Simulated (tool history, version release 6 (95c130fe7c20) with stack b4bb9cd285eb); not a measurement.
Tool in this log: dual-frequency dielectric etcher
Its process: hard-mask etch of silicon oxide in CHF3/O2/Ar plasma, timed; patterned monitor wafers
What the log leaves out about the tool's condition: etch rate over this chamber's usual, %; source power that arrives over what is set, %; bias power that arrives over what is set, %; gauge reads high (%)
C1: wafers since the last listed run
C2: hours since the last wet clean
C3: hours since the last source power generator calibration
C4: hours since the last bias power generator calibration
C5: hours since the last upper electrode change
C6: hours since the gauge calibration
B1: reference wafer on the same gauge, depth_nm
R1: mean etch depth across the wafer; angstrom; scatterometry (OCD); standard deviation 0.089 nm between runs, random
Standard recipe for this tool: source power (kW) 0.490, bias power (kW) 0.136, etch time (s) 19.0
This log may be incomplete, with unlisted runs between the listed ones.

Run 1, day 0.000: usual settings; C1 0; C2 145.0; C3 1868.7; C4 3443.5; C5 1645.5; C6 1044.6; B1 37.92. Result: R1 317.7 angstrom.
Run 2, day 1.700: usual settings; C1 670; C2 185.8; C3 1909.5; C4 3484.3; C5 1686.3; C6 1085.4; B1 37.93. Result: R1 315.5 angstrom.
Run 3, day 4.171: usual settings; C1 974; C2 245.1; C3 1968.8; C4 3543.6; C5 1745.6; C6 1144.7; B1 37.86. Result: R1 316.4 angstrom.
Run 4, day 5.679: usual settings; C1 594; C2 281.3; C3 2005.0; C4 3579.8; C5 1781.8; C6 1180.9; B1 37.88. Result: R1 314.9 angstrom.
Run 5, day 10.050: usual settings; C1 1723; C2 386.2; C3 2109.9; C4 3684.7; C5 1886.7; C6 1285.8; B1 37.92. Result: R1 311.3 angstrom.
Run 6, day 12.567: usual settings but bias power (kW) 0.150; C1 992; C2 446.6; C3 2170.3; C4 3745.1; C5 1947.1; C6 1346.2; B1 37.92. Result: R1 315.8 angstrom.
Run 7, day 16.408: usual settings but bias power (kW) 0.150; C1 1514; C2 538.8; C3 2262.5; C4 3837.3; C5 2039.3; C6 1438.4; B1 37.90. Result: R1 314.2 angstrom.
Run 8, day 18.850: usual settings; C1 962; C2 597.4; C3 2321.1; C4 3895.9; C5 2097.9; C6 1497.0; B1 37.89. Result: R1 306.7 angstrom.
At day 20.254: wet clean of the chamber.
Run 9, day 20.762: usual settings; C1 359; C2 12.2; C3 2367.0; C4 3941.8; C5 2143.8; C6 1542.9; B1 37.89. Result: R1 315.1 angstrom.
Run 10, day 22.988: usual settings but source power (kW) 0.570, bias power (kW) 0.113; C1 877; C2 65.6; C3 2420.4; C4 3995.2; C5 2197.2; C6 1596.3; B1 37.89. Result: R1 324.2 angstrom.
Run 11, day 27.000: usual settings but source power (kW) 0.570, bias power (kW) 0.113; C1 1582; C2 161.9; C3 2516.7; C4 4091.5; C5 2293.5; C6 1692.6; B1 37.92. Result: R1 322.5 angstrom.
Run 12, day 29.117: usual settings but source power (kW) 0.400; C1 834; C2 212.7; C3 2567.5; C4 4142.3; C5 2344.3; C6 1743.4; B1 37.92. Result: R1 282.2 angstrom.
At day 29.892: gauge calibrated.
Run 13, day 32.846: usual settings but etch time (s) 16.0; C1 1470; C2 302.2; C3 2657.0; C4 4231.8; C5 2433.8; C6 70.9; B1 37.93. Result: R1 260.4 angstrom.
Run 14, day 34.850: usual settings but source power (kW) 0.610; C1 790; C2 350.3; C3 2705.1; C4 4279.9; C5 2481.9; C6 119.0; B1 37.92. Result: R1 339.9 angstrom.
At day 37.750: upper electrode replaced.
Run 15, day 39.208: usual settings but source power (kW) 0.430, bias power (kW) 0.162, etch time (s) 21.0; C1 1324; C2 454.9; C3 2809.7; C4 4384.5; C5 35.0; C6 223.6; B1 37.90. Result: R1 329.9 angstrom.
Run 16, day 43.050: usual settings but source power (kW) 0.420; C1 1514; C2 547.1; C3 2901.9; C4 4476.7; C5 127.2; C6 315.8; B1 37.91. Result: R1 283.4 angstrom.
Run 17, day 47.033: usual settings but bias power (kW) 0.123, etch time (s) 20.5; C1 1570; C2 642.7; C3 2997.5; C4 4572.3; C5 222.8; C6 411.4; B1 37.90. Result: R1 318.7 angstrom.
At day 49.250: wet clean of the chamber.
Run 18, day 49.392: usual settings but source power (kW) 0.390, bias power (kW) 0.146; C1 535; C2 3.4; C3 3054.1; C4 4628.9; C5 279.4; C6 468.0; B1 37.90. Result: R1 286.8 angstrom.
At day 51.596: source power generator calibrated.
At day 51.871: bias power generator calibrated.
Run 19, day 51.950: usual settings; C1 877; C2 64.8; C3 8.5; C4 1.9; C5 340.8; C6 529.4; B1 37.89. Result: R1 321.1 angstrom.
Run 20, day 56.438: usual settings; C1 1769; C2 172.5; C3 116.2; C4 109.6; C5 448.5; C6 637.1; B1 37.92. Result: R1 317.9 angstrom.
Run 21, day 59.512: usual settings but source power (kW) 0.580, bias power (kW) 0.105, etch time (s) 16.5; C1 1212; C2 246.3; C3 190.0; C4 183.4; C5 522.3; C6 710.9; B1 37.91. Result: R1 282.4 angstrom.
Run 22, day 62.308: usual settings; C1 1102; C2 313.4; C3 257.1; C4 250.5; C5 589.4; C6 778.0; B1 37.94. Result: R1 316.2 angstrom.
Run 23, day 66.562: usual settings; C1 1677; C2 415.5; C3 359.2; C4 352.6; C5 691.5; C6 880.1; B1 37.90. Result: R1 314.0 angstrom.
Run 24, day 70.429: usual settings but source power (kW) 0.400, bias power (kW) 0.156; C1 1524; C2 508.3; C3 452.0; C4 445.4; C5 784.3; C6 972.9; B1 37.94. Result: R1 292.5 angstrom.

Each row is a separate what-if for the run after 24, all from the same tool condition, not one after another. Results?
Run A, day 70.446: usual settings but etch time (s) 24.5; C1 6; C2 508.7; C3 452.4; C4 445.8; C5 784.7; C6 973.3; B1 ?. Result: R1 ?.
Run B, day 70.446: usual settings but bias power (kW) 0.114; C1 6; C2 508.7; C3 452.4; C4 445.8; C5 784.7; C6 973.3; B1 ?. Result: R1 ?.
Run C, day 70.446: usual settings but source power (kW) 0.600; C1 6; C2 508.7; C3 452.4; C4 445.8; C5 784.7; C6 973.3; B1 ?. Result: R1 ?.
Run D, day 70.446: usual settings but source power (kW) 0.580, bias power (kW) 0.169; C1 6; C2 508.7; C3 452.4; C4 445.8; C5 784.7; C6 973.3; B1 ?. Result: R1 ?.
Run E, day 70.446: usual settings but source power (kW) 0.430, bias power (kW) 0.118; C1 6; C2 508.7; C3 452.4; C4 445.8; C5 784.7; C6 973.3; B1 ?. Result: R1 ?.

run     B1     R1
  A  37.91  402.8
  B  37.91  301.4
  C  37.91  342.2
  D  37.91  353.6
  E  37.91  285.5
Take away the tool's hidden state, keep each run's random variation, and the runs would have read:
run     R1
  A  417.2
  B  312.2
  C  354.5
  D  366.3
  E  295.8
